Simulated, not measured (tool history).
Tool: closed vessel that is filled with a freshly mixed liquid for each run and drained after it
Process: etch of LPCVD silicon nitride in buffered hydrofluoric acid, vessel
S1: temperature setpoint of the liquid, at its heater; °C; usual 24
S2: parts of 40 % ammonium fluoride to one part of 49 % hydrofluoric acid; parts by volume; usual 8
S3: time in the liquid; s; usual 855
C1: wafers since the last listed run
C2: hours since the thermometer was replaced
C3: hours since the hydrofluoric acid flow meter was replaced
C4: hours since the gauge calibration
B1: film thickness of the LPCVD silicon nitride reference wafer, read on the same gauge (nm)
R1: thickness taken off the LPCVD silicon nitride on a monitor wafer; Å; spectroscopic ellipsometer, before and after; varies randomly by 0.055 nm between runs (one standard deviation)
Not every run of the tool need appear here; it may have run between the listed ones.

run 1 hour=0 | S1=24 S2=8 S3=855 | C1=0 C2=2190.7 C3=378.8 C4=274.8 | B1=69.99 | R1=138.6
run 2 hour=85.3 | S1=24 S2=8 S3=1190 | C1=6559 C2=2276 C3=464.1 C4=360.1 | B1=70.05 | R1=191
run 3 hour=123.5 | S1=24 S2=8 S3=1190 | C1=2937 C2=2314.2 C3=502.3 C4=398.3 | B1=70.02 | R1=191.9
run 4 hour=177.2 | S1=24 S2=8 S3=1190 | C1=4129 C2=2367.9 C3=556 C4=452 | B1=69.96 | R1=193
run 5 hour=262.8 | S1=26.5 S2=8 S3=855 | C1=6582 C2=2453.5 C3=641.6 C4=537.6 | B1=69.99 | R1=157.9
run 6 hour=339.8 | S1=26.5 S2=8 S3=855 | C1=5921 C2=2530.5 C3=718.6 C4=614.6 | B1=70 | R1=158.3
run 7 hour=398.9 | S1=26.5 S2=8 S3=855 | C1=4544 C2=2589.6 C3=777.7 C4=673.7 | B1=70.01 | R1=156.7
run 8 hour=471.6 | S1=24 S2=8 S3=855 | C1=5590 C2=2662.3 C3=850.4 C4=746.4 | B1=70.01 | R1=138.5
-- hour=523.8 thermometer replaced
-- hour=531 gauge calibrated
run 9 hour=531.5 | S1=24 S2=6 S3=1240 | C1=4529 C2=7.7 C3=910.3 C4=0.5 | B1=70.03 | R1=264.1
run 10 hour=572.7 | S1=24 S2=6.5 S3=855 | C1=3168 C2=48.9 C3=951.5 C4=41.7 | B1=70.02 | R1=170.9
-- hour=630.4 hydrofluoric acid flow meter replaced
run 11 hour=664.8 | S1=24 S2=8 S3=855 | C1=7005 C2=141 C3=34.4 C4=133.8 | B1=70.01 | R1=136.7
run 12 hour=745.7 | S1=22 S2=7 S3=855 | C1=6221 C2=221.9 C3=115.3 C4=214.7 | B1=70 | R1=142.5
run 13 hour=783.5 | S1=24 S2=8 S3=855 | C1=2906 C2=259.7 C3=153.1 C4=252.5 | B1=70.01 | R1=138.8
run 14 hour=875.9 | S1=19 S2=11 S3=855 | C1=7105 C2=352.1 C3=245.5 C4=344.9 | B1=70.01 | R1=79.2
run 15 hour=943.1 | S1=24 S2=5.5 S3=855 | C1=5167 C2=419.3 C3=312.7 C4=412.1 | B1=69.98 | R1=195.6

Alternative continuations, all from the tool just after run 15; predict every row:
run A hour=944 | S1=22 S2=8 S3=855 | C1=69 C2=420.2 C3=313.6 C4=413 | B1=? | R1=?
run B hour=944 | S1=20.5 S2=9 S3=695 | C1=69 C2=420.2 C3=313.6 C4=413 | B1=? | R1=?
run C hour=944 | S1=28 S2=8 S3=1370 | C1=69 C2=420.2 C3=313.6 C4=413 | B1=? | R1=?

run=A B1=69.99 R1=123.6
run=B B1=69.99 R1=81.4
run=C B1=69.99 R1=274
The same runs, with their run-to-run variation unchanged, on a tool lacking any hidden condition would have given:
run=A R1=123.6
run=B R1=81.4
run=C R1=274

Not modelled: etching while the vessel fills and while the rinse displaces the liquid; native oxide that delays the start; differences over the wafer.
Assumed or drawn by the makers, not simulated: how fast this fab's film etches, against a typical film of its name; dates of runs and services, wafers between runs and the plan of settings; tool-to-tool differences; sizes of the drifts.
